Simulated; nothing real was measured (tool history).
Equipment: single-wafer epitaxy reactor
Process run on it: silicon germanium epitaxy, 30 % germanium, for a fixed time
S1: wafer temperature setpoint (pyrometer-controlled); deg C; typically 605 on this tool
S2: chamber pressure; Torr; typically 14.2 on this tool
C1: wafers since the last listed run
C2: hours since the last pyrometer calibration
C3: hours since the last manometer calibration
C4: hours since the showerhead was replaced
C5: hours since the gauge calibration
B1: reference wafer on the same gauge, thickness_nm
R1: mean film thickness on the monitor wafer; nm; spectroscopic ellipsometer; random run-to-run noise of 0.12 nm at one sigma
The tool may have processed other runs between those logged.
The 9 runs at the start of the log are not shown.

run	hour	S1	S2	C1	C2	C3	C4	C5	B1	R1
# hour 469.1: pyrometer calibrated
10	497.6	605	16.3	330	28.5	1444.5	6588.6	1680.2	44.196	56.628
11	543.5	601	15.3	530	74.4	1490.4	6634.5	1726.1	44.210	51.070
12	607.7	601	15.3	741	138.6	1554.6	6698.7	1790.3	44.197	51.113
13	651.3	605	14.2	503	182.2	1598.2	6742.3	1833.9	44.201	53.560
# hour 737.4: capacitance manometer re-zeroed and calibrated
14	773.9	605	16.9	1323	304.8	36.5	6864.9	1956.5	44.190	58.036
15	844.1	605	16.9	810	375.0	106.7	6935.1	2026.7	44.207	57.847
# hour 884.5: showerhead replaced, of another model than before
16	885.0	598	12.4	379	415.9	147.6	0.5	2067.6	44.187	44.636
17	943.5	596	12.6	675	474.4	206.1	59.0	2126.1	44.208	43.262
18	1007.0	605	14.2	733	537.9	269.6	122.5	2189.6	44.222	53.600
# hour 1040.6: gauge calibrated
19	1045.9	605	17.0	449	576.8	308.5	161.4	5.3	44.188	57.517
20	1100.4	605	14.2	629	631.3	363.0	215.9	59.8	44.228	53.886
21	1155.9	605	14.2	641	686.8	418.5	271.4	115.3	44.207	53.853
22	1195.7	619	11.1	459	726.6	458.3	311.2	155.1	44.217	65.111
23	1266.8	605	16.7	821	797.7	529.4	382.3	226.2	44.193	57.058
24	1317.8	592	17.6	589	848.7	580.4	433.3	277.2	44.218	45.110
25	1374.9	601	15.3	659	905.8	637.5	490.4	334.3	44.228	51.504
26	1408.0	611	12.7	382	938.9	670.6	523.5	367.4	44.200	58.516
27	1437.1	614	17.0	336	968.0	699.7	552.6	396.5	44.202	68.627
28	1485.1	617	11.9	554	1016.0	747.7	600.6	444.5	44.185	64.161
29	1523.2	598	12.7	440	1054.1	785.8	638.7	482.6	44.206	45.377
30	1591.2	605	14.2	785	1122.1	853.8	706.7	550.6	44.192	54.199
31	1660.2	618	10.8	796	1191.1	922.8	775.7	619.6	44.204	63.326
32	1707.0	605	14.2	540	1237.9	969.6	822.5	666.4	44.205	54.307
33	1762.0	617	14.2	635	1292.9	1024.6	877.5	721.4	44.194	68.622

Forecast run 34:
34	1820.6	594	10.8	676	1351.5	1083.2	936.1	780.0	?	?

B1: 44.228
R1: 39.932 nm
Take away the tool's hidden state, keep the run-to-run variation as it was, and the same run would have given R1 39.229 nm.
